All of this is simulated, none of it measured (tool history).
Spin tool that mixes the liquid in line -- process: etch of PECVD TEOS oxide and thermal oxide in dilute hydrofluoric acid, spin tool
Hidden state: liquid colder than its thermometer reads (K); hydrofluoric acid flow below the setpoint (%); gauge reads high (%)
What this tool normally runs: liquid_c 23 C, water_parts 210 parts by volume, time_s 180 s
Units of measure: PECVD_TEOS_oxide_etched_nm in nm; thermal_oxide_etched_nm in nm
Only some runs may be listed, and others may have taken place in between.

run   hour  liquid_c  water_parts  time_s  wafers since the last listed run  hours since the thermometer was replaced  hours since the hydrofluoric acid flow meter was replaced  hours since the gauge calibration  read-back film thickness of the PECVD TEOS oxide reference wafer, read on the same gauge (nm)  read-back film thickness of the thermal oxide reference wafer, read on the same gauge (nm)  PECVD_TEOS_oxide_etched_nm  thermal_oxide_etched_nm
  1      0        23          210     145                                 0                                    2237.4                                                      471.3                              310.9                                                                                          30.02                                                                                      30.007                         8.6                    2.883
       1.8  -- gauge calibrated
  2   34.3        23          210     180                               227                                    2271.7                                                      505.6                               32.5                                                                                          29.97                                                                                      29.985                       10.53                    3.634
  3   60.7        23          210     180                               174                                    2298.1                                                        532                               58.9                                                                                             30                                                                                      29.992                       10.65                    3.635
  4   91.3      21.5          210     180                               202                                    2328.7                                                      562.6                               89.5                                                                                          29.98                                                                                       29.99                       10.01                    3.349
  5  106.5      21.5          210     180                               100                                    2343.9                                                      577.8                              104.7                                                                                          29.96                                                                                      29.994                        9.99                    3.351
  6  121.6      21.5          210     180                               100                                      2359                                                      592.9                              119.8                                                                                          30.04                                                                                      29.995                          10                    3.375
  7  136.7        21          210     255                               100                                    2374.1                                                        608                              134.9                                                                                          29.98                                                                                      30.031                       13.94                    4.662
  8  171.9        21          210     255                               233                                    2409.3                                                      643.2                              170.1                                                                                          29.99                                                                                      30.013                       14.01                    4.746
  9  188.9        21          210     255                               112                                    2426.3                                                      660.2                              187.1                                                                                          29.97                                                                                      29.978                       13.96                    4.656
 10  207.1        20          210     180                               120                                    2444.5                                                      678.4                              205.3                                                                                          30.04                                                                                      30.002                        9.52                    3.234
 11  225.6        19          245     180                               122                                      2463                                                      696.9                              223.8                                                                                             30                                                                                      30.038                         7.6                    2.559
     249.5  -- hydrofluoric acid flow meter replaced
 12  260.8        23          255     275                               226                                    2498.2                                                       11.3                                259                                                                                             30                                                                                      29.992                       12.72                    4.321
 13  296.3        23          285     285                               235                                    2533.7                                                       46.8                              294.5                                                                                          29.98                                                                                      29.969                       11.57                    3.824
 14  326.8        25          250     270                               202                                    2564.2                                                       77.3                                325                                                                                          29.99                                                                                      29.996                        13.7                    4.641
     330.2  -- gauge calibrated
     332.5  -- thermometer replaced
 15  360.5      20.5          210     120                               216                                        28                                                        111                               30.3                                                                                          29.98                                                                                      29.993                        6.41                    2.176
 16  430.2        23          210     180                               461                                      97.7                                                      180.7                                100                                                                                             30                                                                                      29.974                       10.53                    3.512
 17  463.8        28          175     105                               222                                     131.3                                                      214.3                              133.6                                                                                          30.04                                                                                      30.009                        9.33                    3.144
 18  479.2        23          150     245                               102                                     146.7                                                      229.7                                149                                                                                             30                                                                                      30.007                       21.12                    7.318
 19  502.2        23          210     180                               152                                     169.7                                                      252.7                                172                                                                                          29.98                                                                                      30.005                       10.56                    3.545
 20  514.3        25          150     180                                80                                     181.8                                                      264.8                              184.1                                                                                          29.97                                                                                      29.966                       16.91                     5.75
 21  529.7        23          210     180                               102                                     197.2                                                      280.2                              199.5                                                                                          30.04                                                                                      29.978                       10.53                    3.591

State the hidden condition of the tool at each of the runs:
liquid colder than its thermometer reads (K): 0 at every run
hydrofluoric acid flow below the setpoint (%): 0 at every run
gauge reads high (%): 0 at every run
